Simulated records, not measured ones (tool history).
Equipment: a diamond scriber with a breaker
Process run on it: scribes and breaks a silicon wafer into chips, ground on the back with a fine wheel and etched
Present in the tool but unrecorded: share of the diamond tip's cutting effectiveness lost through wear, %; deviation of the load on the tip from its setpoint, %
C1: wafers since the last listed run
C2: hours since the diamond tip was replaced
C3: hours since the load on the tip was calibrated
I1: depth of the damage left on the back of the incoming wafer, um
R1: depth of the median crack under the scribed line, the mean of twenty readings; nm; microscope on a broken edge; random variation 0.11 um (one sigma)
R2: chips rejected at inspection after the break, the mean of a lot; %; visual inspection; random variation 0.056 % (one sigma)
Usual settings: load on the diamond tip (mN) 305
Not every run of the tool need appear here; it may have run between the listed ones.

{"run": 1, "hour": 0.0, "load on the diamond tip (mN)": 335, "C1": 0, "C2": 721.7, "C3": 1149, "I1": 0.69, "R1": 7170, "R2": 5.36}
{"run": 2, "hour": 81.4, "load on the diamond tip (mN)": 335, "C1": 117, "C2": 803.1, "C3": 1230.4, "I1": 0.38, "R1": 7250, "R2": 4.84}
{"run": 3, "hour": 155.7, "load on the diamond tip (mN)": 305, "C1": 107, "C2": 877.4, "C3": 1304.7, "I1": 0.68, "R1": 6790, "R2": 11.81}
{"run": 4, "hour": 246.6, "load on the diamond tip (mN)": 245, "C1": 131, "C2": 968.3, "C3": 1395.6, "I1": 0.75, "R1": 6010, "R2": 31.32}
{"run": 5, "hour": 330.9, "load on the diamond tip (mN)": 245, "C1": 121, "C2": 1052.6, "C3": 1479.9, "I1": 0.76, "R1": 5980, "R2": 28.7}
{"run": 6, "hour": 430.5, "load on the diamond tip (mN)": 245, "C1": 144, "C2": 1152.2, "C3": 1579.5, "I1": 0.4, "R1": 5970, "R2": 27.28}
{"hour": 464.1, "done": "diamond tip replaced by a new one"}
{"run": 7, "hour": 508.9, "load on the diamond tip (mN)": 305, "C1": 110, "C2": 44.8, "C3": 1657.9, "I1": 0.78, "R1": 7330, "R2": 4.38}
{"run": 8, "hour": 555.1, "load on the diamond tip (mN)": 369, "C1": 66, "C2": 91, "C3": 1704.1, "I1": 0.8, "R1": 8020, "R2": 1.01}
{"run": 9, "hour": 593.7, "load on the diamond tip (mN)": 238, "C1": 55, "C2": 129.6, "C3": 1742.7, "I1": 0.74, "R1": 6300, "R2": 23.98}
{"hour": 636.0, "done": "load on the tip recalibrated"}
{"run": 10, "hour": 656.7, "load on the diamond tip (mN)": 238, "C1": 88, "C2": 192.6, "C3": 20.7, "I1": 0.43, "R1": 6640, "R2": 15.37}
{"run": 11, "hour": 890.5, "load on the diamond tip (mN)": 238, "C1": 338, "C2": 426.4, "C3": 254.5, "I1": 0.32, "R1": 6440, "R2": 22.36}
{"run": 12, "hour": 950.2, "load on the diamond tip (mN)": 305, "C1": 86, "C2": 486.1, "C3": 314.2, "I1": 0.64, "R1": 7260, "R2": 6.15}
{"run": 13, "hour": 987.8, "load on the diamond tip (mN)": 305, "C1": 54, "C2": 523.7, "C3": 351.8, "I1": 0.64, "R1": 7090, "R2": 6.46}
{"run": 14, "hour": 1032.5, "load on the diamond tip (mN)": 305, "C1": 64, "C2": 568.4, "C3": 396.5, "I1": 0.52, "R1": 7230, "R2": 7.72}
{"run": 15, "hour": 1076.1, "load on the diamond tip (mN)": 258, "C1": 63, "C2": 612, "C3": 440.1, "I1": 0.31, "R1": 6350, "R2": 18.24}
{"run": 16, "hour": 1134.5, "load on the diamond tip (mN)": 223, "C1": 84, "C2": 670.4, "C3": 498.5, "I1": 0.64, "R1": 5840, "R2": 32.98}
{"run": 17, "hour": 1229.4, "load on the diamond tip (mN)": 390, "C1": 137, "C2": 765.3, "C3": 593.4, "I1": 0.3, "R1": 7800, "R2": 1.03}
{"run": 18, "hour": 1281.3, "load on the diamond tip (mN)": 374, "C1": 75, "C2": 817.2, "C3": 645.3, "I1": 0.61, "R1": 7680, "R2": 1.5}

What will run 19 give?
{"run": 19, "hour": 1379.0, "load on the diamond tip (mN)": 276, "C1": 141, "C2": 914.9, "C3": 743, "I1": 0.34, "R1": "?", "R2": "?"}

R1: 6480 nm
R2: 15.26 %
Were there no unlogged condition in the tool, this run, its random variation unchanged, would have produced R1 7650 nm, R2 1.71 %.
